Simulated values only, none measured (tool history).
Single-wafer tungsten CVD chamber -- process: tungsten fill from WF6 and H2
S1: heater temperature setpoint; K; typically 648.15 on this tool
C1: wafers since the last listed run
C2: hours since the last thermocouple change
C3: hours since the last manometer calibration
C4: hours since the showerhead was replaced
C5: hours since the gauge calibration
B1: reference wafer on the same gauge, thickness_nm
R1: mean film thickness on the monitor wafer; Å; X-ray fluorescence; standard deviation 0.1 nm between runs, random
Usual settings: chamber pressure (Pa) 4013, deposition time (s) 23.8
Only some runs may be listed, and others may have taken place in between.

{"run": 1, "hour": 0.0, "S1": 639.15, "chamber pressure (Pa)": 4013, "deposition time (s)": 23.8, "C1": 0, "C2": 1308.1, "C3": 2608.1, "C4": 6405.9, "C5": 325.4, "B1": 44.68, "R1": 357}
{"run": 2, "hour": 23.2, "S1": 648.15, "chamber pressure (Pa)": 4013, "deposition time (s)": 23.8, "C1": 930, "C2": 1331.3, "C3": 2631.3, "C4": 6429.1, "C5": 348.6, "B1": 44.726, "R1": 443.91}
{"run": 3, "hour": 42.0, "S1": 648.15, "chamber pressure (Pa)": 4013, "deposition time (s)": 23.8, "C1": 753, "C2": 1350.1, "C3": 2650.1, "C4": 6447.9, "C5": 367.4, "B1": 44.7, "R1": 443.02}
{"run": 4, "hour": 58.5, "S1": 648.15, "chamber pressure (Pa)": 4013, "deposition time (s)": 23.8, "C1": 661, "C2": 1366.6, "C3": 2666.6, "C4": 6464.4, "C5": 383.9, "B1": 44.728, "R1": 442.36}
{"run": 5, "hour": 89.7, "S1": 648.15, "chamber pressure (Pa)": 3426, "deposition time (s)": 23.8, "C1": 1251, "C2": 1397.8, "C3": 2697.8, "C4": 6495.6, "C5": 415.1, "B1": 44.716, "R1": 412.99}
{"run": 6, "hour": 111.6, "S1": 648.15, "chamber pressure (Pa)": 4013, "deposition time (s)": 26.3, "C1": 878, "C2": 1419.7, "C3": 2719.7, "C4": 6517.5, "C5": 437, "B1": 44.698, "R1": 490.19}
{"run": 7, "hour": 125.6, "S1": 648.15, "chamber pressure (Pa)": 4013, "deposition time (s)": 26.3, "C1": 561, "C2": 1433.7, "C3": 2733.7, "C4": 6531.5, "C5": 451, "B1": 44.741, "R1": 490.15}
{"run": 8, "hour": 205.2, "S1": 648.15, "chamber pressure (Pa)": 4293, "deposition time (s)": 23.8, "C1": 3191, "C2": 1513.3, "C3": 2813.3, "C4": 6611.1, "C5": 530.6, "B1": 44.713, "R1": 457.37}
{"run": 9, "hour": 217.9, "S1": 648.15, "chamber pressure (Pa)": 4293, "deposition time (s)": 23.8, "C1": 509, "C2": 1526, "C3": 2826, "C4": 6623.8, "C5": 543.3, "B1": 44.692, "R1": 456.93}
{"run": 10, "hour": 246.9, "S1": 659.15, "chamber pressure (Pa)": 4013, "deposition time (s)": 23.8, "C1": 1162, "C2": 1555, "C3": 2855, "C4": 6652.8, "C5": 572.3, "B1": 44.697, "R1": 571.45}
{"hour": 261.2, "done": "gauge calibrated"}
{"run": 11, "hour": 265.2, "S1": 659.15, "chamber pressure (Pa)": 4013, "deposition time (s)": 23.8, "C1": 733, "C2": 1573.3, "C3": 2873.3, "C4": 6671.1, "C5": 4, "B1": 44.703, "R1": 571.64}
{"hour": 278.3, "done": "thermocouple changed; heater temperature recalibrated"}
{"run": 12, "hour": 287.1, "S1": 659.15, "chamber pressure (Pa)": 4013, "deposition time (s)": 23.8, "C1": 557, "C2": 8.8, "C3": 2895.2, "C4": 6693, "C5": 25.9, "B1": 44.659, "R1": 571.57}
{"run": 13, "hour": 320.0, "S1": 648.15, "chamber pressure (Pa)": 4013, "deposition time (s)": 23.8, "C1": 1319, "C2": 41.7, "C3": 2928.1, "C4": 6725.9, "C5": 58.8, "B1": 44.699, "R1": 441.76}
{"hour": 351.5, "done": "showerhead replaced"}
{"run": 14, "hour": 352.0, "S1": 653.15, "chamber pressure (Pa)": 4013, "deposition time (s)": 19.9, "C1": 962, "C2": 73.7, "C3": 2960.1, "C4": 0.5, "C5": 90.8, "B1": 44.688, "R1": 415.24}
{"run": 15, "hour": 378.1, "S1": 652.15, "chamber pressure (Pa)": 4546, "deposition time (s)": 21.1, "C1": 1046, "C2": 99.8, "C3": 2986.2, "C4": 26.6, "C5": 116.9, "B1": 44.705, "R1": 458.1}
{"run": 16, "hour": 400.9, "S1": 639.15, "chamber pressure (Pa)": 4013, "deposition time (s)": 25.4, "C1": 914, "C2": 122.6, "C3": 3009, "C4": 49.4, "C5": 139.7, "B1": 44.711, "R1": 380.87}
{"run": 17, "hour": 431.7, "S1": 663.15, "chamber pressure (Pa)": 4013, "deposition time (s)": 19.6, "C1": 1235, "C2": 153.4, "C3": 3039.8, "C4": 80.2, "C5": 170.5, "B1": 44.678, "R1": 514.17}
{"run": 18, "hour": 457.2, "S1": 655.15, "chamber pressure (Pa)": 4013, "deposition time (s)": 23.8, "C1": 1022, "C2": 178.9, "C3": 3065.3, "C4": 105.7, "C5": 196, "B1": 44.7, "R1": 521.46}
{"run": 19, "hour": 471.3, "S1": 648.15, "chamber pressure (Pa)": 4013, "deposition time (s)": 23.8, "C1": 565, "C2": 193, "C3": 3079.4, "C4": 119.8, "C5": 210.1, "B1": 44.702, "R1": 446.4}
{"run": 20, "hour": 496.8, "S1": 637.15, "chamber pressure (Pa)": 4013, "deposition time (s)": 25.7, "C1": 1022, "C2": 218.5, "C3": 3104.9, "C4": 145.3, "C5": 235.6, "B1": 44.706, "R1": 366.65}
{"run": 21, "hour": 514.1, "S1": 648.15, "chamber pressure (Pa)": 4946, "deposition time (s)": 23.8, "C1": 693, "C2": 235.8, "C3": 3122.2, "C4": 162.6, "C5": 252.9, "B1": 44.694, "R1": 488.59}
{"run": 22, "hour": 531.3, "S1": 656.15, "chamber pressure (Pa)": 3240, "deposition time (s)": 25.3, "C1": 689, "C2": 253, "C3": 3139.4, "C4": 179.8, "C5": 270.1, "B1": 44.709, "R1": 515.6}
{"hour": 550.8, "done": "capacitance manometer re-zeroed and calibrated"}
{"run": 23, "hour": 553.0, "S1": 648.15, "chamber pressure (Pa)": 4013, "deposition time (s)": 23.8, "C1": 549, "C2": 274.7, "C3": 2.2, "C4": 201.5, "C5": 291.8, "B1": 44.687, "R1": 445.5}
{"run": 24, "hour": 583.1, "S1": 648.15, "chamber pressure (Pa)": 4013, "deposition time (s)": 23.8, "C1": 1207, "C2": 304.8, "C3": 32.3, "C4": 231.6, "C5": 321.9, "B1": 44.725, "R1": 443.77}
{"run": 25, "hour": 605.2, "S1": 648.15, "chamber pressure (Pa)": 3186, "deposition time (s)": 28.5, "C1": 886, "C2": 326.9, "C3": 54.4, "C4": 253.7, "C5": 344, "B1": 44.724, "R1": 478.56}
{"run": 26, "hour": 639.0, "S1": 648.15, "chamber pressure (Pa)": 4013, "deposition time (s)": 23.8, "C1": 1355, "C2": 360.7, "C3": 88.2, "C4": 287.5, "C5": 377.8, "B1": 44.682, "R1": 442.62}
{"run": 27, "hour": 663.1, "S1": 643.15, "chamber pressure (Pa)": 4720, "deposition time (s)": 23.8, "C1": 966, "C2": 384.8, "C3": 112.3, "C4": 311.6, "C5": 401.9, "B1": 44.68, "R1": 424.81}
{"run": 28, "hour": 687.5, "S1": 639.15, "chamber pressure (Pa)": 3480, "deposition time (s)": 19.4, "C1": 978, "C2": 409.2, "C3": 136.7, "C4": 336, "C5": 426.3, "B1": 44.684, "R1": 271.76}
{"run": 29, "hour": 711.4, "S1": 648.15, "chamber pressure (Pa)": 4013, "deposition time (s)": 26, "C1": 958, "C2": 433.1, "C3": 160.6, "C4": 359.9, "C5": 450.2, "B1": 44.695, "R1": 486.59}
{"run": 30, "hour": 736.8, "S1": 648.15, "chamber pressure (Pa)": 4013, "deposition time (s)": 23.8, "C1": 1018, "C2": 458.5, "C3": 186, "C4": 385.3, "C5": 475.6, "B1": 44.68, "R1": 443.58}
{"run": 31, "hour": 771.3, "S1": 648.15, "chamber pressure (Pa)": 4013, "deposition time (s)": 25.1, "C1": 1383, "C2": 493, "C3": 220.5, "C4": 419.8, "C5": 510.1, "B1": 44.683, "R1": 468.83}
{"run": 32, "hour": 804.0, "S1": 648.15, "chamber pressure (Pa)": 4013, "deposition time (s)": 23.8, "C1": 1311, "C2": 525.7, "C3": 253.2, "C4": 452.5, "C5": 542.8, "B1": 44.718, "R1": 443.8}
{"run": 33, "hour": 832.7, "S1": 661.15, "chamber pressure (Pa)": 4013, "deposition time (s)": 23.8, "C1": 1150, "C2": 554.4, "C3": 281.9, "C4": 481.2, "C5": 571.5, "B1": 44.697, "R1": 600.51}
{"hour": 836.0, "done": "gauge calibrated"}
{"run": 34, "hour": 862.3, "S1": 648.15, "chamber pressure (Pa)": 3346, "deposition time (s)": 23.8, "C1": 1186, "C2": 584, "C3": 311.5, "C4": 510.8, "C5": 26.3, "B1": 44.698, "R1": 408.07}

Here are 4 independent what-if runs from the current tool condition. What would each one return?
{"run": "A", "hour": 862.7, "S1": 648.15, "chamber pressure (Pa)": 4013, "deposition time (s)": 23.8, "C1": 16, "C2": 584.4, "C3": 311.9, "C4": 511.2, "C5": 26.7, "B1": "?", "R1": "?"}
{"run": "B", "hour": 862.7, "S1": 648.15, "chamber pressure (Pa)": 4520, "deposition time (s)": 23.8, "C1": 16, "C2": 584.4, "C3": 311.9, "C4": 511.2, "C5": 26.7, "B1": "?", "R1": "?"}
{"run": "C", "hour": 862.7, "S1": 635.15, "chamber pressure (Pa)": 4586, "deposition time (s)": 23.8, "C1": 16, "C2": 584.4, "C3": 311.9, "C4": 511.2, "C5": 26.7, "B1": "?", "R1": "?"}
{"run": "D", "hour": 862.7, "S1": 654.15, "chamber pressure (Pa)": 4013, "deposition time (s)": 28.5, "C1": 16, "C2": 584.4, "C3": 311.9, "C4": 511.2, "C5": 26.7, "B1": "?", "R1": "?"}

run=A B1=44.716 R1=445.76
run=B B1=44.716 R1=470.83
run=C B1=44.716 R1=345.25
run=D B1=44.716 R1=614.33
Stripped of hidden state, with their random variation kept, the same runs would have yielded:
run=A R1=445.76
run=B R1=470.83
run=C R1=345.25
run=D R1=614.33
